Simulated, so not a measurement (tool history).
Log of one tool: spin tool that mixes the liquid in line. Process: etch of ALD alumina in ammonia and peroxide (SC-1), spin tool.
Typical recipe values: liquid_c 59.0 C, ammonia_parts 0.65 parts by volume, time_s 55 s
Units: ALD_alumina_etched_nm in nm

run,hour,liquid_c,ammonia_parts,time_s,"read-back film thickness of the ALD alumina reference wafer, read on the same gauge (nm)",ALD_alumina_etched_nm
1,0.0,59.0,0.65,55,100.00,5.11
2,76.5,59.0,0.65,55,100.01,5.06
3,181.9,59.0,0.65,55,100.02,5.02
4,259.8,59.0,0.65,55,99.99,5.11
# hour 270.8: new drum of ammonia solution connected
# hour 302.5: heated supply line repaired
5,318.2,59.0,0.65,55,100.01,5.69
6,392.7,59.0,0.65,55,100.00,5.61
7,497.2,59.0,0.65,45,100.00,4.57
8,584.0,59.0,0.65,55,100.00,5.59
9,634.1,62.5,0.95,45,100.00,5.74
10,681.3,52.5,0.65,35,100.00,2.53
# hour 708.3: thermometer replaced
# hour 778.5: gauge calibrated
11,778.9,59.0,0.65,55,99.99,5.17
12,845.8,50.5,0.65,80,100.02,4.77
# hour 1001.3: ammonia flow meter replaced
13,1071.2,68.5,0.55,25,100.01,3.70

Run 14 has not been measured yet. What should we expect?
# hour 1103.7: new drum of ammonia solution connected
14,1174.4,59.0,0.80,55,?,?

{"run 14": {"read-back film thickness of the ALD alumina reference wafer, read on the same gauge (nm)": 100.0, "ALD_alumina_etched_nm": 5.17}}
With no hidden state in the tool, this same run would have given ALD_alumina_etched_nm 5.37 nm.
